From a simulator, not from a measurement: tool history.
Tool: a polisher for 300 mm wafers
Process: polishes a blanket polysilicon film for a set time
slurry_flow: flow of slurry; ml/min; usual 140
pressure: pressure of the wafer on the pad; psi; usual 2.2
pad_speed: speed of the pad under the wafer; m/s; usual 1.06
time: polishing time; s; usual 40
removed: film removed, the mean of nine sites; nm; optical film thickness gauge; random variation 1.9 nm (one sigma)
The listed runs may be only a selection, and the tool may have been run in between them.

run     day  slurry_flow  pressure  pad_speed  time  incoming thickness of the incoming film, nm  removed
  1   0.000          120       2.2       1.06    34                                       1766.8    207.1
  2   4.133          120       2.2       1.06    34                                       1722.1    214.4
  3   8.338          140       2.2       1.06    40                                       1727.9    255.7
  4  12.325          140       2.2       1.06    40                                       1755.0    251.3
  5  16.100          140       2.2       1.06    40                                       1749.1    244.4
  6  19.988          140       2.2       1.06    40                                       1751.0    241.4
  7  22.850          140       2.2       1.06    40                                       1739.8    239.5
  8  25.821          140       2.6       1.06    40                                       1757.5    267.3
  9  28.292          115       2.2       1.06    40                                       1738.8    248.3
 10  31.938          115       2.2       1.06    40                                       1713.1    250.3
 11  36.238          140       2.2       1.06    47                                       1727.5    298.9
 12  40.579          140       2.2       0.90    40                                       1717.5    227.7
 13  44.492          140       2.2       1.06    32                                       1729.4    203.0
 14  46.683          140       2.2       1.24    36                                       1717.0    254.8
 15  48.521          110       2.8       1.06    40                                       1730.8    302.0
 16  50.329          140       2.2       1.06    40                                       1733.6    255.8
 17  53.575          140       2.2       1.06    36                                       1731.1    226.1
 18  56.471          140       2.2       1.06    40                                       1722.4    260.2
 19  58.917          140       2.2       1.06    40                                       1759.0    256.3
 20  61.025          105       2.8       1.42    40                                       1757.2    370.7
 21  63.042          100       1.7       0.84    32                                       1728.2    134.2
 22  65.354          140       2.2       1.06    40                                       1746.0    254.2
 23  68.838          165       3.0       0.78    50                                       1724.7    338.3

Taken out of this log: 13 entries between the listed runs. Where each belongs, and how the hidden state differs across it:
Run 1 -> run 2: slurry nozzle cleaned (day 0.750); head pressure recalibrated (day 3.771)
  slurry flow missing at the pad, %: 17.7 -> 5.22
  measured less the result without the state, removed: -6.0 -> -1.7 nm
Run 3 -> run 4: worn pad replaced by a new one (day 9.271)
  slurry flow missing at the pad, %: 11.4 -> 17.3
  measured less the result without the state, removed: -4.1 -> -6.5 nm
Run 4 -> run 5: slurry nozzle cleaned (day 15.646)
  slurry flow missing at the pad, %: 17.3 -> 37.6
  measured less the result without the state, removed: -6.5 -> -16.6 nm
Run 6 -> run 7: worn pad replaced by a new one (day 21.867)
  slurry flow missing at the pad, %: 43.3 -> 47.5
  measured less the result without the state, removed: -20.1 -> -22.9 nm
Run 8 -> run 9: slurry nozzle cleaned, repeated, since the last time left the tool worse (day 25.975); head pressure recalibrated (day 27.667)
  slurry flow missing at the pad, %: 51.9 -> 6
  measured less the result without the state, removed: -29.4 -> -2.3 nm
Run 10 -> run 11: worn pad replaced by a new one (day 35.954)
  slurry flow missing at the pad, %: 11.4 -> 17.7
  measured less the result without the state, removed: -4.6 -> -8.0 nm
Run 11 -> run 12: slurry nozzle cleaned (day 40.558)
  slurry flow missing at the pad, %: 17.7 -> 3.18
  measured less the result without the state, removed: -8.0 -> -0.9 nm
Run 15 -> run 16: worn pad replaced by a new one (day 49.558)
  slurry flow missing at the pad, %: 14.9 -> 17.6
  measured less the result without the state, removed: -7.6 -> -6.7 nm
Run 16 -> run 17: head pressure recalibrated (day 50.638)
  slurry flow missing at the pad, %: 17.6 -> 22.3
  measured less the result without the state, removed: -6.7 -> -7.9 nm
Run 17 -> run 18: slurry nozzle cleaned (day 54.458)
  slurry flow missing at the pad, %: 22.3 -> 6.41
  measured less the result without the state, removed: -7.9 -> -2.3 nm
Run 21 -> run 22: worn pad replaced by a new one (day 65.283)
  slurry flow missing at the pad, %: 16.1 -> 19.5
  measured less the result without the state, removed: -3.9 -> -7.5 nm

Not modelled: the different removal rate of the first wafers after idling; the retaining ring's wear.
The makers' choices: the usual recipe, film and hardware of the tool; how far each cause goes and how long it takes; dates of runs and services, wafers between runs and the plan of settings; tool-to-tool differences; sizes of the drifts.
